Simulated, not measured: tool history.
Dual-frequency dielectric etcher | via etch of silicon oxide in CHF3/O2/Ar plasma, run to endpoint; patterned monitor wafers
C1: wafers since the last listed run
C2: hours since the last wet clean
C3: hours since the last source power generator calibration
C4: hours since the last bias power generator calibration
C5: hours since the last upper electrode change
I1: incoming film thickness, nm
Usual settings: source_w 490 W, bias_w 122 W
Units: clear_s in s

run 1 day=0.000 | source_w=490 bias_w=122 | C1=0 C2=130.2 C3=1140.1 C4=3245.8 C5=3790.1 | I1=667.4 | clear_s=384.7
run 2 day=2.700 | source_w=490 bias_w=122 | C1=210 C2=195.0 C3=1204.9 C4=3310.6 C5=3854.9 | I1=672.8 | clear_s=392.3
run 3 day=4.817 | source_w=490 bias_w=122 | C1=164 C2=245.8 C3=1255.7 C4=3361.4 C5=3905.7 | I1=668.8 | clear_s=390.8
run 4 day=6.592 | source_w=490 bias_w=122 | C1=138 C2=288.4 C3=1298.3 C4=3404.0 C5=3948.3 | I1=660.4 | clear_s=383.3
run 5 day=8.446 | source_w=490 bias_w=133 | C1=144 C2=332.9 C3=1342.8 C4=3448.5 C5=3992.8 | I1=671.8 | clear_s=382.3
run 6 day=11.142 | source_w=490 bias_w=133 | C1=210 C2=397.6 C3=1407.5 C4=3513.2 C5=4057.5 | I1=674.8 | clear_s=383.8
run 7 day=14.046 | source_w=490 bias_w=138 | C1=226 C2=467.3 C3=1477.2 C4=3582.9 C5=4127.2 | I1=671.2 | clear_s=379.5
-- day=16.633 wet clean of the chamber
run 8 day=16.654 | source_w=490 bias_w=112 | C1=125 C2=0.5 C3=1539.8 C4=3645.5 C5=4189.8 | I1=669.6 | clear_s=392.2
-- day=18.362 bias power generator calibrated
run 9 day=19.000 | source_w=400 bias_w=122 | C1=169 C2=56.8 C3=1596.1 C4=15.3 C5=4246.1 | I1=670.3 | clear_s=416.3
run 10 day=20.708 | source_w=400 bias_w=122 | C1=133 C2=97.8 C3=1637.1 C4=56.3 C5=4287.1 | I1=673.8 | clear_s=418.6
-- day=23.354 source power generator calibrated
-- day=26.521 upper electrode replaced
run 11 day=26.542 | source_w=490 bias_w=122 | C1=363 C2=237.8 C3=76.5 C4=196.3 C5=0.5 | I1=671.0 | clear_s=387.1
run 12 day=27.675 | source_w=490 bias_w=122 | C1=88 C2=265.0 C3=103.7 C4=223.5 C5=27.7 | I1=669.0 | clear_s=385.3
run 13 day=29.600 | source_w=600 bias_w=97 | C1=150 C2=311.2 C3=149.9 C4=269.7 C5=73.9 | I1=670.6 | clear_s=387.6
run 14 day=30.721 | source_w=490 bias_w=122 | C1=87 C2=338.1 C3=176.8 C4=296.6 C5=100.8 | I1=668.3 | clear_s=388.8
run 15 day=32.042 | source_w=560 bias_w=95 | C1=102 C2=369.8 C3=208.5 C4=328.3 C5=132.5 | I1=665.7 | clear_s=398.4
run 16 day=34.796 | source_w=550 bias_w=135 | C1=214 C2=435.9 C3=274.6 C4=394.4 C5=198.6 | I1=668.0 | clear_s=361.1

Run 17 comes next. What will it give?
run 17 day=36.208 | source_w=570 bias_w=149 | C1=110 C2=469.8 C3=308.5 C4=428.3 C5=232.5 | I1=669.7 | clear_s=?

clear_s: 345.6 s
Without the tool's hidden state the same run would have given clear_s 336.8 s.
